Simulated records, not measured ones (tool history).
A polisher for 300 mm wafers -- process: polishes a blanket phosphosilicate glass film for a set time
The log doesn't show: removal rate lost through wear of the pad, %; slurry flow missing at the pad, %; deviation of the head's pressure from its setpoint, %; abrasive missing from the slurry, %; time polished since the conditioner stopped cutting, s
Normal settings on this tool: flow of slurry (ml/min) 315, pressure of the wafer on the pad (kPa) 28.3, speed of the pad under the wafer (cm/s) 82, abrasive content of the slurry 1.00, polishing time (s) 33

| run | hour | flow of slurry (ml/min) | pressure of the wafer on the pad (kPa) | speed of the pad under the wafer (cm/s) | abrasive content of the slurry | polishing time (s) | wafers since the last listed run | wafers polished on this pad | hours since the slurry nozzle was cleaned | hours since the head pressure was calibrated | hours since the slurry blender was calibrated | hours since the conditioning disc was replaced | incoming thickness of the incoming film, nm | film removed (angstrom) |
|---|---|---|---|---|---|---|---|---|---|---|---|---|---|---|
| 1 | 0.0 | 315 | 28.3 | 72 | 1.20 | 33 | 0 | 325 | 435.3 | 625.9 | 328.6 | 53.6 | 3247.9 | 2612 |
| 2 | 24.3 | 315 | 28.3 | 82 | 1.00 | 40 | 248 | 573 | 459.6 | 650.2 | 352.9 | 77.9 | 3316.3 | 3326 |
|  | 46.6 | slurry blender recalibrated |
| 3 | 50.0 | 315 | 28.3 | 82 | 1.00 | 40 | 242 | 816 | 485.3 | 675.9 | 3.4 | 103.6 | 3351.7 | 3314 |
| 4 | 63.6 | 315 | 28.3 | 82 | 1.00 | 40 | 139 | 955 | 498.9 | 689.5 | 17.0 | 117.2 | 3340.8 | 3294 |
|  | 77.2 | worn pad replaced by a new one |
| 5 | 78.6 | 315 | 28.3 | 82 | 1.00 | 33 | 112 | 14 | 513.9 | 704.5 | 32.0 | 132.2 | 3362.9 | 2689 |
| 6 | 95.2 | 315 | 28.3 | 82 | 1.00 | 33 | 169 | 184 | 530.5 | 721.1 | 48.6 | 148.8 | 3312.9 | 2698 |
| 7 | 127.1 | 315 | 28.3 | 82 | 1.00 | 33 | 326 | 510 | 562.4 | 753.0 | 80.5 | 180.7 | 3263.0 | 2675 |
| 8 | 150.8 | 315 | 28.3 | 82 | 1.00 | 33 | 242 | 753 | 586.1 | 776.7 | 104.2 | 204.4 | 3344.6 | 2638 |
|  | 179.2 | worn pad replaced by a new one |
| 9 | 230.9 | 315 | 28.3 | 82 | 1.00 | 33 | 779 | 529 | 666.2 | 856.8 | 184.3 | 284.5 | 3343.8 | 2637 |
| 10 | 264.6 | 315 | 28.3 | 100 | 1.00 | 33 | 345 | 874 | 699.9 | 890.5 | 218.0 | 318.2 | 3326.5 | 3068 |
|  | 271.0 | head pressure recalibrated |
| 11 | 282.2 | 315 | 28.3 | 82 | 1.00 | 33 | 159 | 1034 | 717.5 | 11.2 | 235.6 | 335.8 | 3345.4 | 2656 |
|  | 297.2 | worn pad replaced by a new one |
| 12 | 309.2 | 390 | 28.3 | 82 | 1.00 | 44 | 235 | 122 | 744.5 | 38.2 | 262.6 | 362.8 | 3292.7 | 3541 |
|  | 331.8 | slurry nozzle cleaned |
| 13 | 343.6 | 315 | 35.2 | 72 | 0.70 | 24 | 342 | 464 | 11.8 | 72.6 | 297.0 | 397.2 | 3305.6 | 1838 |
| 14 | 375.0 | 355 | 28.3 | 82 | 0.90 | 33 | 321 | 786 | 43.2 | 104.0 | 328.4 | 428.6 | 3318.4 | 2573 |
| 15 | 403.4 | 315 | 28.3 | 82 | 1.00 | 33 | 290 | 1077 | 71.6 | 132.4 | 356.8 | 457.0 | 3330.6 | 2638 |
|  | 408.6 | worn pad replaced by a new one |
|  | 409.2 | slurry blender recalibrated |
| 16 | 427.5 | 315 | 28.3 | 82 | 1.00 | 33 | 198 | 186 | 95.7 | 156.5 | 18.3 | 481.1 | 3301.7 | 2626 |
| 17 | 443.9 | 315 | 28.3 | 90 | 1.00 | 33 | 167 | 354 | 112.1 | 172.9 | 34.7 | 497.5 | 3334.8 | 2836 |
|  | 449.7 | conditioning disc replaced and pad reconditioned |
| 18 | 474.4 | 315 | 28.3 | 82 | 1.25 | 33 | 291 | 646 | 142.6 | 203.4 | 65.2 | 24.7 | 3244.8 | 2954 |
| 19 | 496.8 | 390 | 28.3 | 92 | 1.00 | 33 | 229 | 876 | 165.0 | 225.8 | 87.6 | 47.1 | 3338.4 | 3035 |
|  | 509.5 | worn pad replaced by a new one |
| 20 | 510.0 | 315 | 20.7 | 82 | 1.25 | 33 | 94 | 4 | 178.2 | 239.0 | 100.8 | 60.3 | 3338.3 | 2284 |
| 21 | 538.0 | 315 | 28.3 | 82 | 0.85 | 33 | 286 | 291 | 206.2 | 267.0 | 128.8 | 88.3 | 3280.9 | 2575 |
| 22 | 568.7 | 315 | 28.3 | 82 | 1.10 | 33 | 314 | 605 | 236.9 | 297.7 | 159.5 | 119.0 | 3303.8 | 2782 |

How would selected steps in film removed (angstrom) from run to run divide? Give the signed amount a tool lacking its hidden state would still show from settings, what came in and random variation, and the signed amount left for the hidden state, including any gauge scatter that is not in both of the compared results.
Run 11 -> 12: flow of slurry (ml/min) 315 -> 390, polishing time (s) 33 -> 44, worn pad replaced by a new one. film removed (angstrom) +885: hidden state -74, all else +959.
Run 12 -> 13: flow of slurry (ml/min) 390 -> 315, pressure of the wafer on the pad (kPa) 28.3 -> 35.2, speed of the pad under the wafer (cm/s) 82 -> 72, abrasive content of the slurry 1.00 -> 0.70, polishing time (s) 44 -> 24, slurry nozzle cleaned. film removed (angstrom) -1703: hidden state +123, all else -1826.
Run 17 -> 18: speed of the pad under the wafer (cm/s) 90 -> 82, abrasive content of the slurry 1.00 -> 1.25, conditioning disc replaced and pad reconditioned. film removed (angstrom) +118: hidden state +165, all else -47.
